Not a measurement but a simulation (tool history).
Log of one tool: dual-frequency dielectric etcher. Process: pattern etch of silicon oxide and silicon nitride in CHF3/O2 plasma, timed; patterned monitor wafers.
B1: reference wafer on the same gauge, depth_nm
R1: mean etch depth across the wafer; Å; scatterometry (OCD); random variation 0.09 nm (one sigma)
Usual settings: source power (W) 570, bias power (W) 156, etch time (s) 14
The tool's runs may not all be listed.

run 1 hour=0 | source_power_(W)=570 bias_power_(W)=176 etch_time_(s)=13 | B1=17.52 | R1=183.5
run 2 hour=124.7 | source_power_(W)=570 bias_power_(W)=156 etch_time_(s)=14 | B1=17.51 | R1=188.6
-- hour=165 wet clean of the chamber
run 3 hour=186.3 | source_power_(W)=570 bias_power_(W)=156 etch_time_(s)=14 | B1=17.51 | R1=194.9
run 4 hour=255.3 | source_power_(W)=570 bias_power_(W)=156 etch_time_(s)=14 | B1=17.51 | R1=194.6
run 5 hour=305.5 | source_power_(W)=570 bias_power_(W)=156 etch_time_(s)=14 | B1=17.49 | R1=192.3
run 6 hour=353 | source_power_(W)=680 bias_power_(W)=156 etch_time_(s)=14 | B1=17.49 | R1=201.4
run 7 hour=415.5 | source_power_(W)=680 bias_power_(W)=156 etch_time_(s)=14 | B1=17.5 | R1=199.8
run 8 hour=456.1 | source_power_(W)=570 bias_power_(W)=156 etch_time_(s)=14 | B1=17.48 | R1=188.7
run 9 hour=487.3 | source_power_(W)=570 bias_power_(W)=156 etch_time_(s)=14 | B1=17.51 | R1=188.6
run 10 hour=512.3 | source_power_(W)=570 bias_power_(W)=156 etch_time_(s)=14 | B1=17.51 | R1=185.4
run 11 hour=578.1 | source_power_(W)=570 bias_power_(W)=156 etch_time_(s)=14 | B1=17.47 | R1=185
-- hour=616.4 source power generator calibrated
-- hour=629.9 wet clean of the chamber
run 12 hour=636.3 | source_power_(W)=610 bias_power_(W)=156 etch_time_(s)=14 | B1=17.52 | R1=202
run 13 hour=678.1 | source_power_(W)=570 bias_power_(W)=156 etch_time_(s)=14 | B1=17.48 | R1=196.6
-- hour=697.6 bias power generator calibrated
run 14 hour=721.6 | source_power_(W)=620 bias_power_(W)=156 etch_time_(s)=10.5 | B1=17.52 | R1=149.6
run 15 hour=792.8 | source_power_(W)=570 bias_power_(W)=156 etch_time_(s)=14 | B1=17.49 | R1=193.2
-- hour=813.3 gauge calibrated
run 16 hour=833.2 | source_power_(W)=660 bias_power_(W)=185 etch_time_(s)=15 | B1=17.48 | R1=227.2
run 17 hour=892.8 | source_power_(W)=530 bias_power_(W)=194 etch_time_(s)=18 | B1=17.51 | R1=258.8
-- hour=948.6 upper electrode replaced
run 18 hour=960.4 | source_power_(W)=470 bias_power_(W)=119 etch_time_(s)=12 | B1=17.5 | R1=141.7
run 19 hour=990.7 | source_power_(W)=570 bias_power_(W)=156 etch_time_(s)=14 | B1=17.5 | R1=189.8
-- hour=1028 wet clean of the chamber
run 20 hour=1062.5 | source_power_(W)=530 bias_power_(W)=194 etch_time_(s)=18 | B1=17.48 | R1=266
run 21 hour=1117.8 | source_power_(W)=440 bias_power_(W)=185 etch_time_(s)=17 | B1=17.47 | R1=232.5
run 22 hour=1165 | source_power_(W)=570 bias_power_(W)=122 etch_time_(s)=13 | B1=17.46 | R1=165.9
run 23 hour=1225 | source_power_(W)=610 bias_power_(W)=182 etch_time_(s)=12 | B1=17.53 | R1=176.7
run 24 hour=1257.4 | source_power_(W)=570 bias_power_(W)=156 etch_time_(s)=13 | B1=17.5 | R1=177.6
run 25 hour=1285.2 | source_power_(W)=570 bias_power_(W)=156 etch_time_(s)=14 | B1=17.49 | R1=189.6
run 26 hour=1325.1 | source_power_(W)=480 bias_power_(W)=167 etch_time_(s)=12.5 | B1=17.49 | R1=164.4
run 27 hour=1379.5 | source_power_(W)=650 bias_power_(W)=156 etch_time_(s)=14 | B1=17.5 | R1=195.4
run 28 hour=1445.6 | source_power_(W)=570 bias_power_(W)=156 etch_time_(s)=14 | B1=17.53 | R1=186.2
-- hour=1498.9 wet clean of the chamber
run 29 hour=1499.4 | source_power_(W)=490 bias_power_(W)=187 etch_time_(s)=16.5 | B1=17.53 | R1=235.5

4 ways to go on from here, each from the tool as it stands after run 29. What would each give?
run A hour=1499.8 | source_power_(W)=570 bias_power_(W)=182 etch_time_(s)=14 | B1=? | R1=?
run B hour=1499.8 | source_power_(W)=570 bias_power_(W)=188 etch_time_(s)=11 | B1=? | R1=?
run C hour=1499.8 | source_power_(W)=650 bias_power_(W)=156 etch_time_(s)=12 | B1=? | R1=?
run D hour=1499.8 | source_power_(W)=520 bias_power_(W)=174 etch_time_(s)=14 | B1=? | R1=?

run=A B1=17.51 R1=208.3
run=B B1=17.51 R1=165.5
run=C B1=17.51 R1=176.6
run=D B1=17.51 R1=199.9
Without the tool's hidden state the same runs would have given:
run=A R1=208.1
run=B R1=165.3
run=C R1=176.4
run=D R1=199.7

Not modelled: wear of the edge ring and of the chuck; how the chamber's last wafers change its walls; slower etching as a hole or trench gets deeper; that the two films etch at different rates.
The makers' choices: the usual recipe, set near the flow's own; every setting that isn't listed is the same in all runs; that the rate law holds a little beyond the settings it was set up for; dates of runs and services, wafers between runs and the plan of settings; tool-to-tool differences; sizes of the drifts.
